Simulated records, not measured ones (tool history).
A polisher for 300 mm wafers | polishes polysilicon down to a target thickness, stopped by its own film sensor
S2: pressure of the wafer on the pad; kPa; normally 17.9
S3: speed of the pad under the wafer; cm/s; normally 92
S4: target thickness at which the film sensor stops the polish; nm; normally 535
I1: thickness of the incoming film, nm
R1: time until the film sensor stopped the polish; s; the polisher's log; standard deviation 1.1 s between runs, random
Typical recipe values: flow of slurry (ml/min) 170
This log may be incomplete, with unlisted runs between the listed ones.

Run 1, day 0.000: usual settings but flow of slurry (ml/min) 195; I1 1107.8. Result: R1 84.8 s.
Run 2, day 0.479: usual settings but flow of slurry (ml/min) 195; I1 1122.6. Result: R1 87.1 s.
Run 3, day 1.225: usual settings but S2 19.3 kPa; I1 1109.3. Result: R1 80.9 s.
Run 4, day 3.229: usual settings but S2 15.2 kPa; I1 1114.3. Result: R1 101.7 s.
Run 5, day 3.838: usual settings but flow of slurry (ml/min) 135; I1 1104.5. Result: R1 93.6 s.
Run 6, day 4.117: usual settings but flow of slurry (ml/min) 135; I1 1107.6. Result: R1 90.9 s.
Run 7, day 4.504: usual settings but flow of slurry (ml/min) 135; I1 1128.7. Result: R1 94.2 s.
At day 4.704: slurry nozzle cleaned.
At day 4.788: head pressure recalibrated.
At day 5.162: worn pad replaced by a new one.
Run 8, day 5.183: usual settings but S4 714 nm; I1 1134.2. Result: R1 67.7 s.
Run 9, day 5.725: usual settings but flow of slurry (ml/min) 115, S2 22.1 kPa; I1 1119.8. Result: R1 85.6 s.
Run 10, day 6.100: usual settings but S4 734 nm; I1 1116.0. Result: R1 63.8 s.
Run 11, day 6.475: usual settings but flow of slurry (ml/min) 195; I1 1122.6. Result: R1 95.8 s.
Run 12, day 7.133: usual settings but S2 22.1 kPa, S3 106 cm/s, S4 387 nm; I1 1130.4. Result: R1 89.3 s.

Estimate the outcome of run 13 from the log above:
At day 7.317: worn pad replaced by a new one, repeated, since the last time left the tool worse.
Run 13, day 8.992: usual settings but flow of slurry (ml/min) 185, S4 409 nm; I1 1116.6. Result: R1 ?.

Run 13 measured R1 102.5 s.
With no hidden state in the tool, this same run would have given R1 99.0 s.
